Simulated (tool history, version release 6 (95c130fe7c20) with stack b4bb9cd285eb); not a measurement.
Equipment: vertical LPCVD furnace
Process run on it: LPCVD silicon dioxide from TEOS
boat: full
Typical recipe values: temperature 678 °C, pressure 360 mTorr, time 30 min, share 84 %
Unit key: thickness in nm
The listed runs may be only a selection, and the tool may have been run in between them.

run,hour,temperature,pressure,time,share,"read-back reference wafer on the same gauge, thickness",thickness
1,0,678,310,30,84,181.99,156.07
2,60,678,310,30,84,181.96,155.99
3,129.8,678,310,30,84,182.03,155.66
4,161.9,678,360,30,80,181.97,164.25
5,211.7,678,360,30,84,181.96,168.6
6,242.4,678,360,30,84,181.98,168.23
7,294.3,678,360,30,84,181.97,168.52
8,324.5,678,360,30,84,182.05,168.3
9,371.1,678,360,36.5,73,181.96,190.8
10,425.8,687,440,19,76,181.93,140.26
# hour 475.1: pressure gauge zeroed
# hour 476.5: TEOS flow controller replaced
11,477,678,360,36,88,181.95,211.83
# hour 520.7: gauge calibrated
12,524,689,415,19,90,182.06,158.24
13,558.7,678,360,30,84,181.96,172.63
# hour 599.5: thermocouples replaced and temperature profile calibrated
14,600.5,678,360,30,84,182.04,168.3
15,635.6,678,400,38,84,181.96,224.96
16,701.5,678,420,30,84,182.04,182.39
17,766.8,678,360,30,84,182.07,169.5

Difference, measured minus no-hidden-state, one row per run. Run-to-run variation is common to both terms; the gauge's own scatter need not be:
The tool's hidden condition here consists of: true tube temperature minus thermocouple reading, K; true pressure minus gauge reading, mTorr; deviation of the TEOS flow from its setpoint, %; gauge reads high (%).
run,thickness
1,-0.03
2,-0.06
3,-0.1
4,+0.48
5,+0.46
6,+0.44
7,+0.41
8,+0.39
9,+0.4
10,+0.82
11,+5.44
12,+3.94
13,+4.36
14,+0.45
15,+0.98
16,+1.29
17,+1.53
